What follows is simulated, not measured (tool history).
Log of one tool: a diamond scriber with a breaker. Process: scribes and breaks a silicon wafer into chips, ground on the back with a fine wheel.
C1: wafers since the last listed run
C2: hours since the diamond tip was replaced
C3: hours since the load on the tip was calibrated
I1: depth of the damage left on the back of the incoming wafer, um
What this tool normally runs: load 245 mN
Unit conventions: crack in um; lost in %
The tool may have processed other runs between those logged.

run 1 hour=0 | load=245 | C1=0 C2=439.3 C3=1214.1 | I1=1.69 | crack=16.29 lost=1.54
run 2 hour=51.4 | load=245 | C1=107 C2=490.7 C3=1265.5 | I1=2.7 | crack=16.73 lost=2.03
run 3 hour=124.1 | load=245 | C1=151 C2=563.4 C3=1338.2 | I1=2.86 | crack=16.54 lost=2.23
run 4 hour=225.1 | load=188 | C1=211 C2=664.4 C3=1439.2 | I1=2.05 | crack=14.46 lost=7.87
run 5 hour=328.4 | load=188 | C1=215 C2=767.7 C3=1542.5 | I1=1.92 | crack=14.43 lost=7.64
-- hour=389.2 diamond tip replaced by a new one
-- hour=440.9 load on the tip recalibrated
run 6 hour=498.4 | load=245 | C1=347 C2=109.2 C3=57.5 | I1=1.58 | crack=15.96 lost=1.56
run 7 hour=603.4 | load=245 | C1=219 C2=214.2 C3=162.5 | I1=1.96 | crack=16.61 lost=1.65
run 8 hour=709.5 | load=245 | C1=221 C2=320.3 C3=268.6 | I1=2.64 | crack=15.96 lost=1.97
run 9 hour=769.1 | load=245 | C1=124 C2=379.9 C3=328.2 | I1=2.73 | crack=16.3 lost=1.91
run 10 hour=805.3 | load=245 | C1=75 C2=416.1 C3=364.4 | I1=1.9 | crack=16.16 lost=1.54
run 11 hour=887.8 | load=288 | C1=172 C2=498.6 C3=446.9 | I1=2.03 | crack=18.15 lost=5.9
run 12 hour=947.8 | load=245 | C1=125 C2=558.6 C3=506.9 | I1=2.33 | crack=16.54 lost=1.64
run 13 hour=1039.6 | load=245 | C1=191 C2=650.4 C3=598.7 | I1=2.3 | crack=16.67 lost=1.66
run 14 hour=1079.5 | load=212 | C1=83 C2=690.3 C3=638.6 | I1=2.3 | crack=15.26 lost=4.19
run 15 hour=1139 | load=212 | C1=124 C2=749.8 C3=698.1 | I1=1.73 | crack=15.02 lost=3.94
-- hour=1197 diamond tip replaced by a new one
run 16 hour=1209.1 | load=212 | C1=142 C2=12.1 C3=768.2 | I1=1.79 | crack=15.16 lost=3.78
run 17 hour=1290.8 | load=216 | C1=170 C2=93.8 C3=849.9 | I1=2.9 | crack=15.27 lost=3.36
run 18 hour=1353.4 | load=179 | C1=130 C2=156.4 C3=912.5 | I1=2.15 | crack=13.96 lost=12.82
run 19 hour=1457.6 | load=245 | C1=217 C2=260.6 C3=1016.7 | I1=1.51 | crack=16.44 lost=1.41
run 20 hour=1506 | load=245 | C1=101 C2=309 C3=1065.1 | I1=2.1 | crack=17.1 lost=1.95
run 21 hour=1563.5 | load=245 | C1=120 C2=366.5 C3=1122.6 | I1=2.04 | crack=16.45 lost=1.88
run 22 hour=1687.1 | load=184 | C1=258 C2=490.1 C3=1246.2 | I1=2.08 | crack=14.3 lost=8.65
run 23 hour=1748.7 | load=245 | C1=128 C2=551.7 C3=1307.8 | I1=2.53 | crack=16.57 lost=2.2
run 24 hour=1813 | load=245 | C1=134 C2=616 C3=1372.1 | I1=1.8 | crack=16.83 lost=2.12
run 25 hour=1895.9 | load=196 | C1=173 C2=698.9 C3=1455 | I1=2.34 | crack=15.13 lost=4.58
run 26 hour=1965.8 | load=295 | C1=146 C2=768.8 C3=1524.9 | I1=2.64 | crack=18.67 lost=12.02
-- hour=1995.5 diamond tip replaced by a new one
run 27 hour=2013.6 | load=304 | C1=95 C2=18.1 C3=1572.7 | I1=2.07 | crack=19.29 lost=13.3
-- hour=2054.8 load on the tip recalibrated
run 28 hour=2305.1 | load=210 | C1=605 C2=309.6 C3=250.3 | I1=2.54 | crack=14.87 lost=6.21
run 29 hour=2375.1 | load=224 | C1=146 C2=379.6 C3=320.3 | I1=2.89 | crack=15.19 lost=3.6
run 30 hour=2446.6 | load=245 | C1=149 C2=451.1 C3=391.8 | I1=1.89 | crack=16.22 lost=1.47
run 31 hour=2484 | load=178 | C1=78 C2=488.5 C3=429.2 | I1=2.93 | crack=13.42 lost=17.84
run 32 hour=2552.3 | load=294 | C1=142 C2=556.8 C3=497.5 | I1=1.55 | crack=17.7 lost=6.2
run 33 hour=2626.2 | load=181 | C1=154 C2=630.7 C3=571.4 | I1=2.81 | crack=13.25 lost=14.35
run 34 hour=2710.2 | load=172 | C1=175 C2=714.7 C3=655.4 | I1=1.88 | crack=13.49 lost=18.15
-- hour=2736.9 diamond tip replaced by a new one
run 35 hour=2780.1 | load=269 | C1=141 C2=43.2 C3=725.3 | I1=2.45 | crack=17.16 lost=3.15
run 36 hour=2862.9 | load=297 | C1=173 C2=126 C3=808.1 | I1=2.85 | crack=17.96 lost=7.47
run 37 hour=2957.2 | load=309 | C1=197 C2=220.3 C3=902.4 | I1=2.5 | crack=18.35 lost=9.95
run 38 hour=3002.1 | load=245 | C1=93 C2=265.2 C3=947.3 | I1=2.26 | crack=16.22 lost=1.76
run 39 hour=3082.9 | load=279 | C1=168 C2=346 C3=1028.1 | I1=1.86 | crack=18.21 lost=4.97
run 40 hour=3162.7 | load=194 | C1=166 C2=425.8 C3=1107.9 | I1=2.98 | crack=14.44 lost=8.63

Below are 5 alternative next runs, each starting from the tool's condition after run 40. Predict each:
run A hour=3163.4 | load=245 | C1=1 C2=426.5 C3=1108.6 | I1=1.93 | crack=? lost=?
run B hour=3163.4 | load=271 | C1=1 C2=426.5 C3=1108.6 | I1=1.93 | crack=? lost=?
run C hour=3163.4 | load=308 | C1=1 C2=426.5 C3=1108.6 | I1=1.93 | crack=? lost=?
run D hour=3163.4 | load=204 | C1=1 C2=426.5 C3=1108.6 | I1=1.93 | crack=? lost=?
run E hour=3163.4 | load=282 | C1=1 C2=426.5 C3=1108.6 | I1=1.93 | crack=? lost=?

run=A crack=17.03 lost=1.68
run=B crack=18.04 lost=3.99
run=C crack=19.43 lost=11.1
run=D crack=15.37 lost=5.1
run=E crack=18.46 lost=5.72
With no hidden state in the tool, these same runs would have given:
run=A crack=16.77 lost=1.58
run=B crack=17.77 lost=3.08
run=C crack=19.14 lost=9.29
run=D crack=15.14 lost=6.41
run=E crack=18.18 lost=4.51

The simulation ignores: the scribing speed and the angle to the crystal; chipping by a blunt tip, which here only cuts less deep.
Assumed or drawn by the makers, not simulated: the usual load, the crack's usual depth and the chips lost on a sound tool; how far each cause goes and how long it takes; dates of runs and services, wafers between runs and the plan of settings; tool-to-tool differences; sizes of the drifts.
